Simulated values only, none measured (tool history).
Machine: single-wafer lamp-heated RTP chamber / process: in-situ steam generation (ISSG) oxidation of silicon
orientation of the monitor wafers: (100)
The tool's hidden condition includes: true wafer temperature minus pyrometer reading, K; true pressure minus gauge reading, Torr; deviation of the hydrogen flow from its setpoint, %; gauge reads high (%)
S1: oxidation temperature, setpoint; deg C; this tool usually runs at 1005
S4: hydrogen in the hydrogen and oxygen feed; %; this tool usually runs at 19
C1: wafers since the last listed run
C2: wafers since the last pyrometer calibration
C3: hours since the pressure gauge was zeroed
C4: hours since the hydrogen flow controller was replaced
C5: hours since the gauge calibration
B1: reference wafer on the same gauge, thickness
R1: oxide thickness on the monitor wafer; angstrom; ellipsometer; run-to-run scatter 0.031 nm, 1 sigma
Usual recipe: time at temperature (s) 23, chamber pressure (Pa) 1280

Run 1, day 0.000: usual settings but S1 1009 deg C, chamber pressure (Pa) 1333; C1 0; C2 1068; C3 3997.9; C4 1690.4; C5 503.2; B1 5.386. Result: R1 55.57 angstrom.
Run 2, day 0.617: usual settings but S1 1009 deg C, chamber pressure (Pa) 1333; C1 216; C2 1285; C3 4012.7; C4 1705.2; C5 518.0; B1 5.371. Result: R1 55.77 angstrom.
Run 3, day 1.775: usual settings but S1 998 deg C, S4 15 %; C1 407; C2 1692; C3 4040.5; C4 1733.0; C5 545.8; B1 5.374. Result: R1 51.60 angstrom.
At day 2.800: pyrometer window cleaned and pyrometer calibrated.
Run 4, day 3.096: usual settings but S1 998 deg C, S4 15 %; C1 347; C2 103; C3 4072.2; C4 1764.7; C5 577.5; B1 5.357. Result: R1 49.79 angstrom.
Run 5, day 3.779: usual settings but S1 998 deg C, S4 15 %; C1 240; C2 343; C3 4088.6; C4 1781.1; C5 593.9; B1 5.369. Result: R1 49.45 angstrom.
Run 6, day 4.754: usual settings; C1 342; C2 686; C3 4112.0; C4 1804.5; C5 617.3; B1 5.370. Result: R1 54.51 angstrom.
Run 7, day 5.988: usual settings; C1 433; C2 1120; C3 4141.6; C4 1834.1; C5 646.9; B1 5.384. Result: R1 54.19 angstrom.
Run 8, day 7.338: usual settings but time at temperature (s) 17; C1 474; C2 1595; C3 4174.0; C4 1866.5; C5 679.3; B1 5.385. Result: R1 48.22 angstrom.
At day 7.825: pyrometer window cleaned and pyrometer calibrated.
Run 9, day 7.983: usual settings but time at temperature (s) 17; C1 109; C2 55; C3 4189.5; C4 1882.0; C5 694.8; B1 5.349. Result: R1 46.42 angstrom.
At day 8.379: gauge calibrated.
Run 10, day 8.988: usual settings but chamber pressure (Pa) 1173; C1 353; C2 408; C3 4213.6; C4 1906.1; C5 14.6; B1 5.363. Result: R1 54.62 angstrom.
At day 10.129: pressure gauge zeroed.
Run 11, day 10.150: usual settings but chamber pressure (Pa) 1173; C1 291; C2 700; C3 0.5; C4 1934.0; C5 42.5; B1 5.360. Result: R1 54.57 angstrom.
Run 12, day 10.471: usual settings but chamber pressure (Pa) 1173; C1 112; C2 813; C3 8.2; C4 1941.7; C5 50.2; B1 5.383. Result: R1 55.22 angstrom.
Run 13, day 11.200: usual settings but S1 1019 deg C, time at temperature (s) 28; C1 256; C2 1069; C3 25.7; C4 1959.2; C5 67.7; B1 5.370. Result: R1 64.59 angstrom.
At day 12.533: pyrometer window cleaned and pyrometer calibrated.
Run 14, day 12.554: usual settings; C1 358; C2 7; C3 58.2; C4 1991.7; C5 100.2; B1 5.370. Result: R1 53.54 angstrom.
Run 15, day 13.125: usual settings but time at temperature (s) 30; C1 200; C2 208; C3 71.9; C4 2005.4; C5 113.9; B1 5.386. Result: R1 61.13 angstrom.
Run 16, day 14.217: usual settings; C1 383; C2 592; C3 98.1; C4 2031.6; C5 140.1; B1 5.366. Result: R1 54.23 angstrom.
Run 17, day 16.025: usual settings but S1 985 deg C, time at temperature (s) 29, chamber pressure (Pa) 1200, S4 15 %; C1 635; C2 1227; C3 141.5; C4 2075.0; C5 183.5; B1 5.384. Result: R1 54.31 angstrom.
At day 17.592: pyrometer window cleaned and pyrometer calibrated.
Run 18, day 17.612: usual settings but time at temperature (s) 30, chamber pressure (Pa) 1360, S4 16 %; C1 440; C2 7; C3 179.6; C4 2113.1; C5 221.6; B1 5.361. Result: R1 58.27 angstrom.
At day 18.304: hydrogen flow controller replaced.
Run 19, day 18.804: usual settings but S1 1015 deg C, time at temperature (s) 30, S4 12 %; C1 301; C2 308; C3 208.2; C4 12.0; C5 250.2; B1 5.368. Result: R1 58.84 angstrom.
Run 20, day 19.775: usual settings but S1 998 deg C, time at temperature (s) 19, chamber pressure (Pa) 1133, S4 28 %; C1 341; C2 650; C3 231.5; C4 35.3; C5 273.5; B1 5.363. Result: R1 53.56 angstrom.
Run 21, day 20.317: usual settings but S1 1012 deg C, time at temperature (s) 16, chamber pressure (Pa) 1173, S4 15 %; C1 190; C2 840; C3 244.5; C4 48.3; C5 286.5; B1 5.369. Result: R1 45.00 angstrom.
Run 22, day 20.888: usual settings but S1 993 deg C; C1 200; C2 1041; C3 258.2; C4 62.0; C5 300.2; B1 5.365. Result: R1 51.97 angstrom.
Run 23, day 22.308: usual settings but chamber pressure (Pa) 1133; C1 499; C2 1540; C3 292.3; C4 96.1; C5 334.3; B1 5.373. Result: R1 56.38 angstrom.
At day 23.238: pyrometer window cleaned and pyrometer calibrated.
Run 24, day 26.367: usual settings; C1 1309; C2 1100; C3 389.7; C4 193.5; C5 431.7; B1 5.375. Result: R1 54.89 angstrom.

Consider 5 possible next runs. They are alternatives, not a sequence: every one starts from the tool as it was left by run 24. What does each give?
Run A, day 26.383: usual settings; C1 5; C2 1106; C3 390.1; C4 193.9; C5 432.1; B1 ?. Result: R1 ?.
Run B, day 26.383: usual settings but S1 998 deg C, time at temperature (s) 25, chamber pressure (Pa) 1120, S4 16 %; C1 5; C2 1106; C3 390.1; C4 193.9; C5 432.1; B1 ?. Result: R1 ?.
Run C, day 26.383: usual settings but S1 1000 deg C, time at temperature (s) 19, chamber pressure (Pa) 1160, S4 25 %; C1 5; C2 1106; C3 390.1; C4 193.9; C5 432.1; B1 ?. Result: R1 ?.
Run D, day 26.383: usual settings but S1 1013 deg C, S4 25 %; C1 5; C2 1106; C3 390.1; C4 193.9; C5 432.1; B1 ?. Result: R1 ?.
Run E, day 26.383: usual settings but S1 1013 deg C, time at temperature (s) 14, chamber pressure (Pa) 1360, S4 11 %; C1 5; C2 1106; C3 390.1; C4 193.9; C5 432.1; B1 ?. Result: R1 ?.

run     B1     R1
  A  5.366  54.34
  B  5.366  53.52
  C  5.366  52.24
  D  5.366  59.84
  E  5.366  38.98
What these runs would have given with no unlogged condition in the tool:
run     R1
  A  52.79
  B  52.03
  C  50.86
  D  58.05
  E  37.97
